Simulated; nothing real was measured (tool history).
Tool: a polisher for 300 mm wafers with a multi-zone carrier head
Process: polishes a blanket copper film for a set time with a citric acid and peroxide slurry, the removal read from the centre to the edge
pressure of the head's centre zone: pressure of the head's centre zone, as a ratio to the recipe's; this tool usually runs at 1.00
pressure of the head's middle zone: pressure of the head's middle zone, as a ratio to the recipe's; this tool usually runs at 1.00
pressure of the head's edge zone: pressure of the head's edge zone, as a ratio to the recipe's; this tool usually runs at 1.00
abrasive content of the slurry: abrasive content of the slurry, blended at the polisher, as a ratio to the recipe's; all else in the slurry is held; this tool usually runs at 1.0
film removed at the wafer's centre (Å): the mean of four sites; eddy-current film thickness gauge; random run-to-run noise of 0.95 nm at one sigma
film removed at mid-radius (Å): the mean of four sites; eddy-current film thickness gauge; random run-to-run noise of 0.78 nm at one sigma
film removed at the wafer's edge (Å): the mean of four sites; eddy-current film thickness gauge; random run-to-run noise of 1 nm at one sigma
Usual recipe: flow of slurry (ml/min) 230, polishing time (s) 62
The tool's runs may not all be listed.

run	hour	flow of slurry (ml/min)	pressure of the head's centre zone	pressure of the head's middle zone	pressure of the head's edge zone	abrasive content of the slurry	polishing time (s)	wafers since the last listed run	wafers polished on this pad	hours since the slurry nozzle was cleaned	hours since the centre zone pressure was calibrated	hours since the edge zone pressure was calibrated	hours since the carrier head's membrane was replaced	incoming thickness of the incoming film, nm	film removed at the wafer's centre (Å)	film removed at mid-radius (Å)	film removed at the wafer's edge (Å)
1	0.0	230	1.00	0.92	1.00	1.0	62	0	1306	19.4	1239.9	169.6	36.4	1176.5	1243	1154	1281
# hour 42.6: centre zone pressure recalibrated
2	48.7	230	1.00	0.92	1.00	1.0	62	723	2029	68.1	6.1	218.3	85.1	1200.7	1257	1141	1274
3	96.5	230	1.00	1.00	1.00	1.0	62	740	2770	115.9	53.9	266.1	132.9	1195.2	1243	1242	1251
4	268.5	230	1.00	1.00	1.00	1.0	53	2664	5434	287.9	225.9	438.1	304.9	1188.6	1045	1026	1086
5	334.3	230	1.00	1.00	1.00	1.0	62	1019	6454	353.7	291.7	503.9	370.7	1176.8	1226	1205	1241
6	359.3	230	1.00	1.00	1.10	1.0	70	387	6841	378.7	316.7	528.9	395.7	1180.8	1392	1368	1452
7	422.7	200	1.00	1.00	1.00	1.0	62	982	7823	442.1	380.1	592.3	459.1	1197.8	1198	1173	1214
# hour 458.1: worn pad replaced by a new one
# hour 483.7: slurry nozzle cleaned
8	485.6	230	1.00	1.00	1.00	1.0	62	897	409	1.9	443.0	655.2	522.0	1168.4	1283	1268	1323
# hour 612.6: carrier head's membrane replaced by a new one
9	656.4	230	1.00	1.00	1.00	1.2	62	2568	2978	172.7	613.8	826.0	43.8	1206.7	1330	1280	1336
10	706.8	230	1.00	1.00	1.00	1.0	62	780	3759	223.1	664.2	876.4	94.2	1192.9	1230	1214	1254
11	771.5	230	1.00	1.00	1.00	1.0	62	1002	4761	287.8	728.9	941.1	158.9	1202.6	1234	1220	1249
12	802.6	230	1.00	0.92	1.00	1.1	62	481	5243	318.9	760.0	972.2	190.0	1203.5	1262	1179	1298
13	829.3	230	1.00	1.00	1.00	1.0	62	413	5657	345.6	786.7	998.9	216.7	1185.5	1229	1227	1251
# hour 835.9: edge zone pressure recalibrated
# hour 871.0: worn pad replaced by a new one
# hour 928.6: slurry nozzle cleaned
14	995.5	155	1.00	1.00	0.89	1.0	62	2466	1914	66.9	952.9	159.6	382.9	1196.5	1182	1152	1175
15	1047.5	230	1.00	1.00	1.00	1.0	62	805	2719	118.9	1004.9	211.6	434.9	1186.0	1251	1240	1290
16	1111.5	230	1.00	0.88	1.00	1.0	78	991	3711	182.9	1068.9	275.6	498.9	1184.9	1569	1397	1569
17	1146.2	230	1.00	1.00	1.00	1.0	62	537	4248	217.6	1103.6	310.3	533.6	1187.0	1230	1226	1261
18	1203.7	265	1.00	1.00	0.88	1.0	62	890	5139	275.1	1161.1	367.8	591.1	1197.2	1275	1253	1229
19	1271.8	155	1.00	1.00	1.00	1.0	78	1055	6194	343.2	1229.2	435.9	659.2	1206.1	1441	1428	1485
# hour 1290.5: worn pad replaced by a new one
# hour 1333.4: carrier head's membrane replaced by a new one
20	1335.3	170	1.00	1.00	0.91	1.2	51	844	616	406.7	1292.7	499.4	1.9	1195.8	1061	1039	1067
# hour 1348.5: slurry nozzle cleaned
21	1399.1	230	1.00	1.00	1.08	1.0	62	972	1589	50.6	1356.5	563.2	65.7	1169.3	1253	1237	1314

Predict each of these 4 candidate next runs independently; none follows another, all start after run 21:
A	1399.5	230	1.00	1.00	1.00	1.0	75	6	1595	51.0	1356.9	563.6	66.1	1212.6	?	?	?
B	1399.5	230	1.00	0.90	1.00	1.3	55	6	1595	51.0	1356.9	563.6	66.1	1212.6	?	?	?
C	1399.5	230	0.96	1.00	1.00	1.0	62	6	1595	51.0	1356.9	563.6	66.1	1212.6	?	?	?
D	1399.5	190	1.10	1.00	1.00	1.0	62	6	1595	51.0	1356.9	563.6	66.1	1212.6	?	?	?

run	film removed at the wafer's centre (Å)	film removed at mid-radius (Å)	film removed at the wafer's edge (Å)
A	1529	1497	1536
B	1213	1088	1221
C	1213	1237	1270
D	1348	1202	1244
Had the tool no hidden state, the same runs would have come out as:
run	film removed at the wafer's centre (Å)	film removed at mid-radius (Å)	film removed at the wafer's edge (Å)
A	1580	1546	1587
B	1253	1124	1262
C	1253	1279	1312
D	1393	1242	1285

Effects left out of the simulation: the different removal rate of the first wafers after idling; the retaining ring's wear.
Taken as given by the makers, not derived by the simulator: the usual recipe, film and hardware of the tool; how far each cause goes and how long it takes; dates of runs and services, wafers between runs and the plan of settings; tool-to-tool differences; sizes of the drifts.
